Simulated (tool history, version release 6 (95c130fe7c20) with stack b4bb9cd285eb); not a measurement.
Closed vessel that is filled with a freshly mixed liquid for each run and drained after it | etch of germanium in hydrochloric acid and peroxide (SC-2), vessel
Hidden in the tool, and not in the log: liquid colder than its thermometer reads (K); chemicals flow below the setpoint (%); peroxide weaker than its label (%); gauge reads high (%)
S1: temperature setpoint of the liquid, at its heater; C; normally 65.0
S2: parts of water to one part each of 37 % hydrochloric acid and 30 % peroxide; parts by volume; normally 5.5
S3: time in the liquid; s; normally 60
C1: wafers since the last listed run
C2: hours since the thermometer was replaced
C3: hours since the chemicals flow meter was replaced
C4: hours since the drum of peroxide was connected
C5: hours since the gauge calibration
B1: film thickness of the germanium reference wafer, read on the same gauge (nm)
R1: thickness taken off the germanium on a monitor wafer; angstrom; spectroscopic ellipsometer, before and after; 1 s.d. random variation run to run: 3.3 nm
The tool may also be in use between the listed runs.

run	hour	S1	S2	S3	C1	C2	C3	C4	C5	B1	R1
1	0.0	65.0	5.5	60	0	1574.0	1337.5	986.5	313.2	30.01	3310.6
2	15.2	65.0	5.5	60	2236	1589.2	1352.7	1001.7	328.4	29.93	3234.4
3	33.0	65.0	5.5	60	2619	1607.0	1370.5	1019.5	346.2	29.98	3266.3
4	40.4	65.0	5.5	60	1089	1614.4	1377.9	1026.9	353.6	30.01	3341.6
5	52.8	65.0	5.5	60	1824	1626.8	1390.3	1039.3	366.0	29.99	3361.7
6	60.5	65.0	5.5	60	1133	1634.5	1398.0	1047.0	373.7	29.99	3316.2
7	71.0	68.5	4.0	60	1545	1645.0	1408.5	1057.5	384.2	30.02	3680.5
8	79.9	68.5	4.0	60	1309	1653.9	1417.4	1066.4	393.1	29.98	3636.2
9	92.2	65.0	5.5	60	1810	1666.2	1429.7	1078.7	405.4	29.98	3306.9
10	104.5	65.0	5.5	60	1810	1678.5	1442.0	1091.0	417.7	29.96	3305.1
11	121.9	65.0	5.5	60	2560	1695.9	1459.4	1108.4	435.1	29.98	3330.2
12	132.5	65.0	5.5	60	1559	1706.5	1470.0	1119.0	445.7	30.06	3253.0
13	140.6	65.0	5.5	60	1192	1714.6	1478.1	1127.1	453.8	30.07	3281.5
14	152.2	65.0	5.5	60	1707	1726.2	1489.7	1138.7	465.4	29.98	3294.4
# hour 157.0: chemicals flow meter replaced
15	159.7	65.0	5.5	60	956	1733.7	2.7	1146.2	472.9	29.99	3238.7
16	171.1	65.0	5.5	60	1677	1745.1	14.1	1157.6	484.3	29.96	3312.2
# hour 181.7: gauge calibrated
17	224.8	71.5	4.0	40	7902	1798.8	67.8	1211.3	43.1	30.03	2691.4
18	231.9	56.0	5.5	90	1044	1805.9	74.9	1218.4	50.2	30.03	3763.8
19	248.4	72.0	4.0	45	2428	1822.4	91.4	1234.9	66.7	29.98	3045.4
# hour 251.9: new drum of peroxide connected
20	260.8	57.0	5.5	95	1677	1834.8	103.8	8.9	79.1	29.98	4162.9
21	302.0	65.0	7.5	60	6063	1876.0	145.0	50.1	120.3	30.01	3259.8
22	312.9	65.0	4.0	30	1604	1886.9	155.9	61.0	131.2	29.97	1659.6
23	330.0	65.0	5.5	60	2516	1904.0	173.0	78.1	148.3	29.96	3316.4
# hour 336.4: thermometer replaced
24	338.1	69.5	5.5	60	1044	1.7	181.1	86.2	156.4	30.03	3742.8
25	354.8	67.5	6.5	45	2457	18.4	197.8	102.9	173.1	29.99	2607.0
26	372.1	65.0	5.5	60	2546	35.7	215.1	120.2	190.4	30.04	3275.8
27	421.9	71.0	4.5	30	7328	85.5	264.9	170.0	240.2	29.99	1955.4

3 options for the next run, each taken on its own from the tool as it stands now. Forecast them:
A	422.6	65.0	4.0	60	103	86.2	265.6	170.7	240.9	?	?
B	422.6	65.0	4.5	60	103	86.2	265.6	170.7	240.9	?	?
C	422.6	65.0	5.5	70	103	86.2	265.6	170.7	240.9	?	?

run	B1	R1
A	29.98	3345.2
B	29.98	3336.4
C	29.98	3864.4
What these runs would have given with no unlogged condition in the tool:
run	R1
A	3345.2
B	3336.4
C	3864.4
